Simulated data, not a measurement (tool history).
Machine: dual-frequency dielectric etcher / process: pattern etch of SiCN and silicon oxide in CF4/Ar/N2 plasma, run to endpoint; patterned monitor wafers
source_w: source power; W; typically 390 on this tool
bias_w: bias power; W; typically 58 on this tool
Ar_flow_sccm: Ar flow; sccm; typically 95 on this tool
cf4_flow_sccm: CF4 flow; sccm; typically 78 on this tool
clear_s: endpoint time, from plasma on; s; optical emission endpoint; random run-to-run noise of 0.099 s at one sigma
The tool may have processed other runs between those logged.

| run | hour | source_w | bias_w | Ar_flow_sccm | cf4_flow_sccm | incoming incoming film thickness, nm | clear_s |
|---|---|---|---|---|---|---|---|
| 1 | 0 | 390 | 58 | 95 | 78 | 11.94 | 16.7 |
| 2 | 54.4 | 390 | 58 | 95 | 78 | 11.93 | 16.5 |
| 3 | 98.4 | 390 | 58 | 95 | 78 | 12.02 | 16.4 |
| 4 | 168.3 | 390 | 54 | 95 | 78 | 11.86 | 16.4 |
| 5 | 212 | 390 | 54 | 95 | 78 | 12 | 16.9 |
| 6 | 304 | 390 | 58 | 95 | 78 | 11.81 | 16 |
|  | 363.1 | source power generator calibrated |
|  | 365.2 | wet clean of the chamber |
| 7 | 365.7 | 390 | 58 | 95 | 78 | 11.95 | 15.7 |
| 8 | 411.2 | 390 | 58 | 95 | 90 | 11.88 | 15.4 |
| 9 | 517.4 | 390 | 58 | 95 | 90 | 11.86 | 15.4 |
|  | 619.2 | wet clean of the chamber, repeated, since the last time left the tool worse |
| 10 | 619.7 | 390 | 68 | 95 | 78 | 11.93 | 15.8 |
|  | 695.9 | upper electrode replaced |
| 11 | 696.4 | 390 | 58 | 95 | 78 | 11.99 | 16.6 |
|  | 719.7 | bias power generator calibrated |
| 12 | 745.1 | 390 | 58 | 84 | 78 | 12 | 16.2 |
|  | 776 | CF4 flow controller replaced |
| 13 | 784.6 | 390 | 58 | 95 | 83 | 11.98 | 16.3 |
| 14 | 820.7 | 470 | 58 | 95 | 70 | 11.87 | 13.8 |
|  | 834.7 | Ar flow controller replaced |
| 15 | 922.2 | 460 | 69 | 109 | 87 | 11.93 | 13.6 |
| 16 | 992.2 | 310 | 68 | 75 | 63 | 11.9 | 18.9 |
|  | 1056.5 | wet clean of the chamber |
| 17 | 1078.3 | 390 | 58 | 95 | 78 | 11.97 | 16.8 |
| 18 | 1175.9 | 390 | 58 | 95 | 78 | 11.92 | 16.4 |

Predict each of these 5 candidate next runs independently; none follows another, all start after run 18:
| A | 1176.3 | 390 | 58 | 95 | 78 | 11.88 | ? |
| B | 1176.3 | 390 | 69 | 112 | 70 | 11.88 | ? |
| C | 1176.3 | 310 | 58 | 79 | 78 | 11.88 | ? |
| D | 1176.3 | 480 | 58 | 95 | 78 | 11.88 | ? |
| E | 1176.3 | 340 | 45 | 116 | 78 | 11.88 | ? |

| run | clear_s |
|---|---|
| A | 16.7 |
| B | 16.6 |
| C | 20.1 |
| D | 13.8 |
| E | 20.7 |
Without the tool's hidden state the same runs would have given:
| run | clear_s |
|---|---|
| A | 16.8 |
| B | 16.7 |
| C | 20.2 |
| D | 13.8 |
| E | 20.8 |
